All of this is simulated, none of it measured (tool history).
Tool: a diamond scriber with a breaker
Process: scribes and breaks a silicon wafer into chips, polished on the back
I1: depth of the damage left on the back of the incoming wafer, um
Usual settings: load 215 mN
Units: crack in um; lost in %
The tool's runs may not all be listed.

run 1 hour=0.0 | load=229 | I1=0.05 | crack=13.26 lost=1.41
run 2 hour=85.5 | load=229 | I1=0.03 | crack=13.54 lost=1.56
run 3 hour=167.1 | load=173 | I1=0.03 | crack=11.54 lost=7.18
-- hour=264.1 diamond tip replaced by a new one
run 4 hour=265.6 | load=173 | I1=0.04 | crack=11.46 lost=7.56
run 5 hour=323.2 | load=215 | I1=0.03 | crack=12.41 lost=2.42
run 6 hour=377.3 | load=260 | I1=0.01 | crack=13.93 lost=1.59
run 7 hour=451.0 | load=172 | I1=0.02 | crack=11.32 lost=8.75
run 8 hour=495.4 | load=249 | I1=0.03 | crack=13.81 lost=1.48
run 9 hour=596.2 | load=168 | I1=0.02 | crack=10.87 lost=11.37
run 10 hour=693.2 | load=266 | I1=0.04 | crack=13.72 lost=1.46
-- hour=743.7 diamond tip replaced by a new one
-- hour=758.3 load on the tip recalibrated
run 11 hour=779.9 | load=275 | I1=0.04 | crack=15.40 lost=4.69
run 12 hour=856.0 | load=215 | I1=0.03 | crack=13.61 lost=1.39
run 13 hour=957.4 | load=159 | I1=0.02 | crack=11.66 lost=6.91
run 14 hour=1027.7 | load=265 | I1=0.03 | crack=14.92 lost=3.86
run 15 hour=1130.1 | load=160 | I1=0.01 | crack=11.41 lost=6.69

4 ways to go on from here, each from the tool as it stands after run 15. What would each give?
run A hour=1130.7 | load=215 | I1=0.04 | crack=? lost=?
run B hour=1130.7 | load=183 | I1=0.04 | crack=? lost=?
run C hour=1130.7 | load=251 | I1=0.04 | crack=? lost=?
run D hour=1130.7 | load=252 | I1=0.04 | crack=? lost=?

run=A crack=13.14 lost=1.34
run=B crack=12.09 lost=2.96
run=C crack=14.26 lost=2.46
run=D crack=14.29 lost=2.53
Without the tool's hidden state the same runs would have given:
run=A crack=13.23 lost=1.33
run=B crack=12.18 lost=2.71
run=C crack=14.37 lost=2.69
run=D crack=14.40 lost=2.77

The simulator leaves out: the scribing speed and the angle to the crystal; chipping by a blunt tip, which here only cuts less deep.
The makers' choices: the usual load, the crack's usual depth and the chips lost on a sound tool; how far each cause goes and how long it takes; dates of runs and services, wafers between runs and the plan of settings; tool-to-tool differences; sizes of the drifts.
